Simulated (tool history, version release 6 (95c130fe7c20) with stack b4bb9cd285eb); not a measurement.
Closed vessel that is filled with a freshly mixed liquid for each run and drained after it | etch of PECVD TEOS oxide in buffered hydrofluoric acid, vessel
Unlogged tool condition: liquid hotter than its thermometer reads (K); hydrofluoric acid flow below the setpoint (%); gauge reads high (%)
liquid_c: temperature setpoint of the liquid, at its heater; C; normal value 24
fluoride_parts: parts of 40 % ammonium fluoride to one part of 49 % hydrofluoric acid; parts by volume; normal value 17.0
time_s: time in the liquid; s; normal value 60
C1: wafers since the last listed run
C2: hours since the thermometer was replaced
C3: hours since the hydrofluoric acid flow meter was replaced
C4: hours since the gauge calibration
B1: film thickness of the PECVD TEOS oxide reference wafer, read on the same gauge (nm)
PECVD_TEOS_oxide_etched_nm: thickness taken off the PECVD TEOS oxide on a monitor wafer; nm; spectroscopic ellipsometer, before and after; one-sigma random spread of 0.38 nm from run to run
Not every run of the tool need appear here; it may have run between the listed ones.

Run 1, hour 0.0: usual settings; C1 0; C2 235.4; C3 1920.4; C4 39.3; B1 130.02. Result: PECVD_TEOS_oxide_etched_nm 104.06 nm.
Run 2, hour 33.2: usual settings; C1 4525; C2 268.6; C3 1953.6; C4 72.5; B1 129.99. Result: PECVD_TEOS_oxide_etched_nm 104.84 nm.
Run 3, hour 52.1: usual settings; C1 2576; C2 287.5; C3 1972.5; C4 91.4; B1 129.96. Result: PECVD_TEOS_oxide_etched_nm 104.82 nm.
Run 4, hour 74.5: usual settings; C1 3053; C2 309.9; C3 1994.9; C4 113.8; B1 129.99. Result: PECVD_TEOS_oxide_etched_nm 104.15 nm.
Run 5, hour 104.2: usual settings; C1 4048; C2 339.6; C3 2024.6; C4 143.5; B1 129.96. Result: PECVD_TEOS_oxide_etched_nm 105.04 nm.
Run 6, hour 128.9: usual settings; C1 3366; C2 364.3; C3 2049.3; C4 168.2; B1 129.96. Result: PECVD_TEOS_oxide_etched_nm 104.40 nm.
Run 7, hour 141.0: usual settings; C1 1649; C2 376.4; C3 2061.4; C4 180.3; B1 130.03. Result: PECVD_TEOS_oxide_etched_nm 104.53 nm.
Run 8, hour 160.6: usual settings but fluoride_parts 20.5 parts by volume; C1 2671; C2 396.0; C3 2081.0; C4 199.9; B1 129.99. Result: PECVD_TEOS_oxide_etched_nm 88.00 nm.
Run 9, hour 175.4: usual settings but liquid_c 26 C; C1 2017; C2 410.8; C3 2095.8; C4 214.7; B1 130.00. Result: PECVD_TEOS_oxide_etched_nm 116.90 nm.
Run 10, hour 199.9: usual settings but liquid_c 26 C; C1 3339; C2 435.3; C3 2120.3; C4 239.2; B1 129.99. Result: PECVD_TEOS_oxide_etched_nm 117.49 nm.
Run 11, hour 223.1: usual settings; C1 3162; C2 458.5; C3 2143.5; C4 262.4; B1 130.00. Result: PECVD_TEOS_oxide_etched_nm 105.33 nm.
Run 12, hour 245.2: usual settings; C1 3012; C2 480.6; C3 2165.6; C4 284.5; B1 130.01. Result: PECVD_TEOS_oxide_etched_nm 104.60 nm.
At hour 247.6: hydrofluoric acid flow meter replaced.
Run 13, hour 260.0: usual settings but fluoride_parts 21.0 parts by volume, time_s 35 s; C1 1881; C2 495.4; C3 12.4; C4 299.3; B1 130.02. Result: PECVD_TEOS_oxide_etched_nm 50.53 nm.
Run 14, hour 288.8: usual settings; C1 3925; C2 524.2; C3 41.2; C4 328.1; B1 130.01. Result: PECVD_TEOS_oxide_etched_nm 105.51 nm.
At hour 340.7: gauge calibrated.
Run 15, hour 384.9: usual settings but liquid_c 21 C, fluoride_parts 22.0 parts by volume, time_s 85 s; C1 13099; C2 620.3; C3 137.3; C4 44.2; B1 130.02. Result: PECVD_TEOS_oxide_etched_nm 101.73 nm.
Run 16, hour 403.6: usual settings but fluoride_parts 13.5 parts by volume; C1 2549; C2 639.0; C3 156.0; C4 62.9; B1 130.01. Result: PECVD_TEOS_oxide_etched_nm 132.75 nm.
At hour 405.7: thermometer replaced.
Run 17, hour 422.6: usual settings but fluoride_parts 10.5 parts by volume, time_s 75 s; C1 2453; C2 16.9; C3 175.0; C4 81.9; B1 129.96. Result: PECVD_TEOS_oxide_etched_nm 206.95 nm.
Run 18, hour 438.4: usual settings; C1 2153; C2 32.7; C3 190.8; C4 97.7; B1 130.02. Result: PECVD_TEOS_oxide_etched_nm 103.65 nm.
Run 19, hour 454.2: usual settings but liquid_c 27 C, fluoride_parts 11.5 parts by volume, time_s 75 s; C1 2153; C2 48.5; C3 206.6; C4 113.5; B1 129.98. Result: PECVD_TEOS_oxide_etched_nm 224.18 nm.
Run 20, hour 477.2: usual settings; C1 3135; C2 71.5; C3 229.6; C4 136.5; B1 130.00. Result: PECVD_TEOS_oxide_etched_nm 103.96 nm.
Run 21, hour 507.1: usual settings but fluoride_parts 13.0 parts by volume, time_s 90 s; C1 4075; C2 101.4; C3 259.5; C4 166.4; B1 129.98. Result: PECVD_TEOS_oxide_etched_nm 203.33 nm.
Run 22, hour 529.6: usual settings but fluoride_parts 13.0 parts by volume, time_s 90 s; C1 3067; C2 123.9; C3 282.0; C4 188.9; B1 130.00. Result: PECVD_TEOS_oxide_etched_nm 203.28 nm.
Run 23, hour 562.4: usual settings but liquid_c 26 C, time_s 70 s; C1 4471; C2 156.7; C3 314.8; C4 221.7; B1 130.00. Result: PECVD_TEOS_oxide_etched_nm 136.80 nm.
Run 24, hour 580.1: usual settings; C1 2412; C2 174.4; C3 332.5; C4 239.4; B1 129.98. Result: PECVD_TEOS_oxide_etched_nm 104.09 nm.
Run 25, hour 598.0: usual settings but time_s 40 s; C1 2439; C2 192.3; C3 350.4; C4 257.3; B1 130.01. Result: PECVD_TEOS_oxide_etched_nm 69.50 nm.

Here are 4 independent what-if runs from the current tool condition. What would each one return?
Run A, hour 598.7: usual settings but fluoride_parts 12.5 parts by volume; C1 95; C2 193.0; C3 351.1; C4 258.0; B1 ?. Result: PECVD_TEOS_oxide_etched_nm ?.
Run B, hour 598.7: usual settings but liquid_c 20 C, fluoride_parts 22.0 parts by volume, time_s 45 s; C1 95; C2 193.0; C3 351.1; C4 258.0; B1 ?. Result: PECVD_TEOS_oxide_etched_nm ?.
Run C, hour 598.7: usual settings but liquid_c 20 C, fluoride_parts 19.0 parts by volume; C1 95; C2 193.0; C3 351.1; C4 258.0; B1 ?. Result: PECVD_TEOS_oxide_etched_nm ?.
Run D, hour 598.7: usual settings but fluoride_parts 10.0 parts by volume; C1 95; C2 193.0; C3 351.1; C4 258.0; B1 ?. Result: PECVD_TEOS_oxide_etched_nm ?.

run      B1  PECVD_TEOS_oxide_etched_nm
  A  130.00                      141.09
  B  130.00                       50.02
  C  130.00                       74.92
  D  130.00                      175.39
Had the tool no hidden state, the same runs would have come out as:
run  PECVD_TEOS_oxide_etched_nm
  A                      139.71
  B                       49.51
  C                       74.17
  D                      173.68

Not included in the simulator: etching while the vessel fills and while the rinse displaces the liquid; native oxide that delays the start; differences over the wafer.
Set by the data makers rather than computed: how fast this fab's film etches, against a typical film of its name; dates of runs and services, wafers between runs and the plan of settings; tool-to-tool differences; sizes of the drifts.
